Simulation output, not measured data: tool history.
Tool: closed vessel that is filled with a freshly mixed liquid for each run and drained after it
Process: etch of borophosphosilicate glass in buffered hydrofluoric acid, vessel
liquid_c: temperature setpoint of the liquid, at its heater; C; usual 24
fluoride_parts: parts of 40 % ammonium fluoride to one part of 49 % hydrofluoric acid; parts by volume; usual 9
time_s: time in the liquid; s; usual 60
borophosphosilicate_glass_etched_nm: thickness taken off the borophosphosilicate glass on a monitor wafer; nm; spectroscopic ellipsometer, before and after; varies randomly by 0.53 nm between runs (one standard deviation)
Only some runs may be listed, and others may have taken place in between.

run,hour,liquid_c,fluoride_parts,time_s,wafers since the last listed run,hours since the thermometer was replaced,hours since the hydrofluoric acid flow meter was replaced,hours since the gauge calibration,"read-back film thickness of the borophosphosilicate glass reference wafer, read on the same gauge (nm)",borophosphosilicate_glass_etched_nm
1,0,24,9,35,0,1086.7,1493.5,648.3,69.98,47.29
2,37,28,10,60,4220,1123.7,1530.5,685.3,70.02,92.37
# hour 46.8: thermometer replaced
3,61.5,24,9,60,2680,14.7,1555,709.8,69.99,80.81
4,276.3,24,9,60,24501,229.5,1769.8,924.6,70.04,81.82
5,300.9,24,9,60,2806,254.1,1794.4,949.2,69.98,80.78
6,336.1,24,9,60,4015,289.3,1829.6,984.4,70.02,81.36
7,372.9,24,7,60,4197,326.1,1866.4,1021.2,70,105.96
# hour 412.9: hydrofluoric acid flow meter replaced
8,438.1,24,9,60,7323,391.3,25.2,1086.4,70.03,78.34
9,480.4,24,9,60,4825,433.6,67.5,1128.7,69.98,78.51
10,514.8,24,9,60,3923,468,101.9,1163.1,70,79.39
11,552.4,27.5,6,80,4288,505.6,139.5,1200.7,70,192.26
12,582.1,26.5,11.5,45,3387,535.3,169.2,1230.4,69.99,55.48
13,647.3,28,12,90,7437,600.5,234.4,1295.6,70,114.4
14,772.9,22,10.5,50,14326,726.1,360,1421.2,70,52.63
# hour 803.9: gauge calibrated
15,834.4,24,9,95,7015,787.6,421.5,30.5,69.98,125.32
16,889.4,24,9,60,6273,842.6,476.5,85.5,70,79.78
17,934.3,27.5,7,85,5121,887.5,521.4,130.4,70,177.47
18,973.5,24,9,30,4471,926.7,560.6,169.6,69.99,40.11
19,1038.6,24,5.5,30,7425,991.8,625.7,234.7,70.01,64.34
# hour 1093.7: thermometer replaced
20,1096.5,24,11,90,6490,2.8,683.6,292.6,70.01,101.48
21,1166.4,24,9,45,7973,72.7,753.5,362.5,70.01,60.12
22,1320.7,20,6,80,17600,227,907.8,516.8,70.02,128.5
23,1348.8,28.5,9,60,3205,255.1,935.9,544.9,70,101.46
24,1402.9,26.5,6,60,6170,309.2,990,599,69.99,138.39
25,1427.2,28,11,35,2771,333.5,1014.3,623.3,70.04,50.1
26,1463,19,9,60,4083,369.3,1050.1,659.1,70.02,61.57
27,1522.4,26,9,35,6775,428.7,1109.5,718.5,70.01,52.4
28,1565.3,24,9,60,4893,471.6,1152.4,761.4,69.98,80.55
29,1636.2,24,9,50,8087,542.5,1223.3,832.3,69.97,67.61
30,1695,24,7,60,6707,601.3,1282.1,891.1,69.99,106.93
31,1721.7,22.5,9,45,3045,628,1308.8,917.8,69.99,56.77

Here are 4 independent what-if runs from the current tool condition. What would each one return?
A,1722.4,24,6,60,79,628.7,1309.5,918.5,?,?
B,1722.4,20,6,90,79,628.7,1309.5,918.5,?,?
C,1722.4,19,11,60,79,628.7,1309.5,918.5,?,?
D,1722.4,27,10.5,80,79,628.7,1309.5,918.5,?,?

run,"read-back film thickness of the borophosphosilicate glass reference wafer, read on the same gauge (nm)",borophosphosilicate_glass_etched_nm
A,70.01,121.75
B,70.01,147.01
C,70.01,52.52
D,70.01,113.13
Had the tool no hidden state, the same runs would have come out as:
run,borophosphosilicate_glass_etched_nm
A,116.9
B,141.13
C,50.16
D,108.07
